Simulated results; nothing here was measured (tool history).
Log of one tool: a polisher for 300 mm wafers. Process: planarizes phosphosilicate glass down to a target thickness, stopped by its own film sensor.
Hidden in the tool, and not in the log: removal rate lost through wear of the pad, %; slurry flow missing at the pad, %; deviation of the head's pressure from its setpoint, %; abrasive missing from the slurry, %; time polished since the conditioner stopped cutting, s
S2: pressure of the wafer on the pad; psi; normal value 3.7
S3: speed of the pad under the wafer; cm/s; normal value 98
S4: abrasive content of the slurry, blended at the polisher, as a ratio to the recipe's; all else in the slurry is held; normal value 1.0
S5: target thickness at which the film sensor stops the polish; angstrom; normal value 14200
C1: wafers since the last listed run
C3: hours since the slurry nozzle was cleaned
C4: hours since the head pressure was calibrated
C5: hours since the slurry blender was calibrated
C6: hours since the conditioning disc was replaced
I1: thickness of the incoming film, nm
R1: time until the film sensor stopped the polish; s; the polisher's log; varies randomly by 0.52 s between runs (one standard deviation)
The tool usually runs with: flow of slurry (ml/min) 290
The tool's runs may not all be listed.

{"run": 1, "hour": 0.0, "flow of slurry (ml/min)": 290, "S2": 3.7, "S3": 120, "S4": 1.0, "S5": 14200, "C1": 0, "wafers polished on this pad": 662, "C3": 69.2, "C4": 144.0, "C5": 198.4, "C6": 69.9, "I1": 2114.5, "R1": 55.1}
{"run": 2, "hour": 24.2, "flow of slurry (ml/min)": 290, "S2": 3.7, "S3": 120, "S4": 1.0, "S5": 14200, "C1": 292, "wafers polished on this pad": 955, "C3": 93.4, "C4": 168.2, "C5": 222.6, "C6": 94.1, "I1": 2077.5, "R1": 52.5}
{"run": 3, "hour": 48.1, "flow of slurry (ml/min)": 290, "S2": 3.7, "S3": 98, "S4": 1.0, "S5": 14200, "C1": 289, "wafers polished on this pad": 1244, "C3": 117.3, "C4": 192.1, "C5": 246.5, "C6": 118.0, "I1": 2089.3, "R1": 62.8}
{"run": 4, "hour": 76.5, "flow of slurry (ml/min)": 290, "S2": 3.7, "S3": 98, "S4": 1.0, "S5": 14200, "C1": 343, "wafers polished on this pad": 1588, "C3": 145.7, "C4": 220.5, "C5": 274.9, "C6": 146.4, "I1": 2046.8, "R1": 59.2}
{"hour": 105.9, "done": "worn pad replaced by a new one"}
{"run": 5, "hour": 108.1, "flow of slurry (ml/min)": 290, "S2": 3.7, "S3": 98, "S4": 1.0, "S5": 14200, "C1": 333, "wafers polished on this pad": 27, "C3": 177.3, "C4": 252.1, "C5": 306.5, "C6": 178.0, "I1": 2099.1, "R1": 64.6}
{"run": 6, "hour": 124.9, "flow of slurry (ml/min)": 290, "S2": 3.7, "S3": 98, "S4": 1.0, "S5": 13450, "C1": 203, "wafers polished on this pad": 230, "C3": 194.1, "C4": 268.9, "C5": 323.3, "C6": 194.8, "I1": 2073.4, "R1": 69.6}
{"hour": 127.4, "done": "head pressure recalibrated"}
{"run": 7, "hour": 190.3, "flow of slurry (ml/min)": 290, "S2": 3.7, "S3": 98, "S4": 1.0, "S5": 13450, "C1": 766, "wafers polished on this pad": 997, "C3": 259.5, "C4": 62.9, "C5": 388.7, "C6": 260.2, "I1": 2079.2, "R1": 68.4}
{"hour": 221.7, "done": "slurry blender recalibrated"}
{"run": 8, "hour": 223.4, "flow of slurry (ml/min)": 290, "S2": 3.7, "S3": 98, "S4": 1.0, "S5": 14200, "C1": 376, "wafers polished on this pad": 1373, "C3": 292.6, "C4": 96.0, "C5": 1.7, "C6": 293.3, "I1": 2054.9, "R1": 58.3}
{"run": 9, "hour": 247.6, "flow of slurry (ml/min)": 290, "S2": 3.7, "S3": 130, "S4": 0.8, "S5": 14200, "C1": 292, "wafers polished on this pad": 1665, "C3": 316.8, "C4": 120.2, "C5": 25.9, "C6": 317.5, "I1": 2118.8, "R1": 56.8}
{"hour": 263.8, "done": "worn pad replaced by a new one"}
{"run": 10, "hour": 264.3, "flow of slurry (ml/min)": 290, "S2": 3.7, "S3": 98, "S4": 1.0, "S5": 14200, "C1": 153, "wafers polished on this pad": 6, "C3": 333.5, "C4": 136.9, "C5": 42.6, "C6": 334.2, "I1": 2100.6, "R1": 63.8}
{"run": 11, "hour": 280.2, "flow of slurry (ml/min)": 290, "S2": 4.2, "S3": 114, "S4": 1.0, "S5": 15890, "C1": 192, "wafers polished on this pad": 198, "C3": 349.4, "C4": 152.8, "C5": 58.5, "C6": 350.1, "I1": 2096.5, "R1": 36.9}
{"run": 12, "hour": 297.4, "flow of slurry (ml/min)": 290, "S2": 2.4, "S3": 126, "S4": 1.0, "S5": 12680, "C1": 208, "wafers polished on this pad": 406, "C3": 366.6, "C4": 170.0, "C5": 75.7, "C6": 367.3, "I1": 2097.1, "R1": 97.4}
{"run": 13, "hour": 312.7, "flow of slurry (ml/min)": 290, "S2": 4.4, "S3": 116, "S4": 1.0, "S5": 13240, "C1": 185, "wafers polished on this pad": 591, "C3": 381.9, "C4": 185.3, "C5": 91.0, "C6": 382.6, "I1": 2127.7, "R1": 55.9}
{"run": 14, "hour": 338.3, "flow of slurry (ml/min)": 385, "S2": 3.7, "S3": 98, "S4": 1.2, "S5": 14870, "C1": 309, "wafers polished on this pad": 901, "C3": 407.5, "C4": 210.9, "C5": 116.6, "C6": 408.2, "I1": 2102.1, "R1": 52.2}
{"run": 15, "hour": 382.6, "flow of slurry (ml/min)": 290, "S2": 3.7, "S3": 98, "S4": 1.0, "S5": 14200, "C1": 535, "wafers polished on this pad": 1436, "C3": 451.8, "C4": 255.2, "C5": 160.9, "C6": 452.5, "I1": 2091.8, "R1": 64.2}
{"hour": 416.9, "done": "worn pad replaced by a new one"}
{"run": 16, "hour": 418.3, "flow of slurry (ml/min)": 290, "S2": 3.7, "S3": 98, "S4": 1.0, "S5": 15720, "C1": 383, "wafers polished on this pad": 16, "C3": 487.5, "C4": 290.9, "C5": 196.6, "C6": 488.2, "I1": 2072.6, "R1": 47.2}
{"hour": 426.9, "done": "slurry nozzle cleaned"}
{"run": 17, "hour": 439.9, "flow of slurry (ml/min)": 290, "S2": 3.7, "S3": 98, "S4": 1.0, "S5": 14200, "C1": 249, "wafers polished on this pad": 265, "C3": 13.0, "C4": 312.5, "C5": 218.2, "C6": 509.8, "I1": 2103.8, "R1": 63.4}
{"run": 18, "hour": 463.7, "flow of slurry (ml/min)": 290, "S2": 2.9, "S3": 98, "S4": 1.0, "S5": 12970, "C1": 287, "wafers polished on this pad": 553, "C3": 36.8, "C4": 336.3, "C5": 242.0, "C6": 533.6, "I1": 2056.3, "R1": 90.5}
{"hour": 476.2, "done": "head pressure recalibrated"}
{"run": 19, "hour": 477.6, "flow of slurry (ml/min)": 380, "S2": 4.9, "S3": 98, "S4": 1.0, "S5": 14200, "C1": 143, "wafers polished on this pad": 697, "C3": 50.7, "C4": 1.4, "C5": 255.9, "C6": 547.5, "I1": 2076.9, "R1": 43.9}
{"hour": 488.5, "done": "conditioning disc replaced and pad reconditioned"}
{"run": 20, "hour": 563.6, "flow of slurry (ml/min)": 355, "S2": 2.8, "S3": 98, "S4": 0.9, "S5": 14200, "C1": 1015, "wafers polished on this pad": 1713, "C3": 136.7, "C4": 87.4, "C5": 341.9, "C6": 75.1, "I1": 2066.5, "R1": 82.0}
{"hour": 569.6, "done": "worn pad replaced by a new one"}
{"run": 21, "hour": 586.2, "flow of slurry (ml/min)": 385, "S2": 3.7, "S3": 70, "S4": 1.2, "S5": 14200, "C1": 224, "wafers polished on this pad": 200, "C3": 159.3, "C4": 110.0, "C5": 364.5, "C6": 97.7, "I1": 2055.7, "R1": 70.8}
{"run": 22, "hour": 612.7, "flow of slurry (ml/min)": 290, "S2": 3.7, "S3": 98, "S4": 1.1, "S5": 14200, "C1": 320, "wafers polished on this pad": 521, "C3": 185.8, "C4": 136.5, "C5": 391.0, "C6": 124.2, "I1": 2083.8, "R1": 60.7}
{"hour": 639.2, "done": "slurry blender recalibrated"}
{"run": 23, "hour": 642.3, "flow of slurry (ml/min)": 290, "S2": 3.7, "S3": 98, "S4": 1.0, "S5": 13450, "C1": 333, "wafers polished on this pad": 855, "C3": 215.4, "C4": 166.1, "C5": 3.1, "C6": 153.8, "I1": 2090.0, "R1": 70.8}
{"run": 24, "hour": 669.5, "flow of slurry (ml/min)": 290, "S2": 3.7, "S3": 98, "S4": 1.0, "S5": 14200, "C1": 328, "wafers polished on this pad": 1184, "C3": 242.6, "C4": 193.3, "C5": 30.3, "C6": 181.0, "I1": 2058.9, "R1": 60.7}

Below are 5 alternative next runs, each starting from the tool's condition after run 24. Predict each:
{"run": "A", "hour": 669.9, "flow of slurry (ml/min)": 290, "S2": 3.7, "S3": 98, "S4": 1.0, "S5": 14200, "C1": 4, "wafers polished on this pad": 1188, "C3": 243.0, "C4": 193.7, "C5": 30.7, "C6": 181.4, "I1": 2073.0, "R1": "?"}
{"run": "B", "hour": 669.9, "flow of slurry (ml/min)": 290, "S2": 3.7, "S3": 128, "S4": 1.0, "S5": 14200, "C1": 4, "wafers polished on this pad": 1188, "C3": 243.0, "C4": 193.7, "C5": 30.7, "C6": 181.4, "I1": 2073.0, "R1": "?"}
{"run": "C", "hour": 669.9, "flow of slurry (ml/min)": 290, "S2": 3.7, "S3": 78, "S4": 1.0, "S5": 12100, "C1": 4, "wafers polished on this pad": 1188, "C3": 243.0, "C4": 193.7, "C5": 30.7, "C6": 181.4, "I1": 2073.0, "R1": "?"}
{"run": "D", "hour": 669.9, "flow of slurry (ml/min)": 290, "S2": 3.3, "S3": 120, "S4": 1.0, "S5": 12400, "C1": 4, "wafers polished on this pad": 1188, "C3": 243.0, "C4": 193.7, "C5": 30.7, "C6": 181.4, "I1": 2073.0, "R1": "?"}
{"run": "E", "hour": 669.9, "flow of slurry (ml/min)": 325, "S2": 3.7, "S3": 98, "S4": 0.8, "S5": 14200, "C1": 4, "wafers polished on this pad": 1188, "C3": 243.0, "C4": 193.7, "C5": 30.7, "C6": 181.4, "I1": 2073.0, "R1": "?"}

run=A R1=62.8
run=B R1=50.7
run=C R1=99.7
run=D R1=76.4
run=E R1=68.8
Had the tool no hidden state, the same runs would have come out as:
run=A R1=60.1
run=B R1=48.5
run=C R1=95.3
run=D R1=73.0
run=E R1=65.8

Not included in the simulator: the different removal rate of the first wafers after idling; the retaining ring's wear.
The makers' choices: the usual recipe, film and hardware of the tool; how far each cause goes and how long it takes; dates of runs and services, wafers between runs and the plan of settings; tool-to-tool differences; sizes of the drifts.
